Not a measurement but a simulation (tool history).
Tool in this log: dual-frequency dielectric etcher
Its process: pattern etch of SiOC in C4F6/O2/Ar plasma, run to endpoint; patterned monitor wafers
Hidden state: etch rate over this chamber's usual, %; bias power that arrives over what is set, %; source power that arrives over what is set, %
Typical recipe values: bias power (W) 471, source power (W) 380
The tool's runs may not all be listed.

run     day  bias power (W)  source power (W)  wafers since the last listed run  hours since the last wet clean  hours since the last bias power generator calibration  hours since the last source power generator calibration  hours since the last upper electrode change  incoming incoming film thickness, nm  endpoint time (s)
  1       0             405               440                                 0                           231.4                                                 3363.3                                                   3267.4                                         4885                                 26.63                9.7
  2   1.475             534               440                               485                           266.8                                                 3398.7                                                   3302.8                                       4920.4                                 26.86                8.8
  3   2.021             534               440                               179                           279.9                                                 3411.8                                                   3315.9                                       4933.5                                 26.47                8.7
  4   3.508             534               440                               489                           315.6                                                 3447.5                                                   3351.6                                       4969.2                                 26.84                8.8
      4.742  -- upper electrode replaced
  5   4.933             471               360                               139                           349.8                                                 3481.7                                                   3385.8                                          4.6                                 26.74                9.7
      6.988  -- source power generator calibrated
      7.067  -- wet clean of the chamber
  6   7.088             471               380                               627                             0.5                                                 3533.4                                                      2.4                                         56.3                                 26.51                9.2
  7   7.104             543               320                                 5                             0.9                                                 3533.8                                                      2.8                                         56.7                                 26.62                9.4
  8    7.95             543               320                               278                            21.2                                                 3554.1                                                     23.1                                           77                                 26.76                9.5
  9   8.625             379               460                               222                            37.4                                                 3570.3                                                     39.3                                         93.2                                 26.45                9.6
 10   9.158             536               470                               175                            50.2                                                 3583.1                                                     52.1                                          106                                 26.58                8.5
      9.346  -- bias power generator calibrated
 11   9.921             370               350                               196                            68.5                                                   13.8                                                     70.4                                        124.3                                 26.88               10.8
 12  11.412             415               480                               491                           104.3                                                   49.6                                                    106.2                                        160.1                                 26.45                9.3
 13  12.692             563               440                               421                             135                                                   80.3                                                    136.9                                        190.8                                 26.65                8.6
 14  13.446             542               420                               248                           153.1                                                   98.4                                                      155                                        208.9                                 26.36                8.6
 15  14.621             471               380                               386                           181.3                                                  126.6                                                    183.2                                        237.1                                 26.77                9.6
 16  15.333             382               380                               234                           198.4                                                  143.7                                                    200.3                                        254.2                                 26.64               10.4

Each row is a separate what-if for the run after 16, all from the same tool condition, not one after another. Results?
  A  15.35             513               380                                 5                           198.8                                                  144.1                                                    200.7                                        254.6                                 26.68                  ?
  B  15.35             561               420                                 5                           198.8                                                  144.1                                                    200.7                                        254.6                                 26.68                  ?
  C  15.35             404               420                                 5                           198.8                                                  144.1                                                    200.7                                        254.6                                 26.68                  ?

run  endpoint time (s)
  A                9.2
  B                8.6
  C                9.8
With the hidden condition removed and each run's random variation left untouched, the same runs would have given:
run  endpoint time (s)
  A                  9
  B                8.5
  C                9.6

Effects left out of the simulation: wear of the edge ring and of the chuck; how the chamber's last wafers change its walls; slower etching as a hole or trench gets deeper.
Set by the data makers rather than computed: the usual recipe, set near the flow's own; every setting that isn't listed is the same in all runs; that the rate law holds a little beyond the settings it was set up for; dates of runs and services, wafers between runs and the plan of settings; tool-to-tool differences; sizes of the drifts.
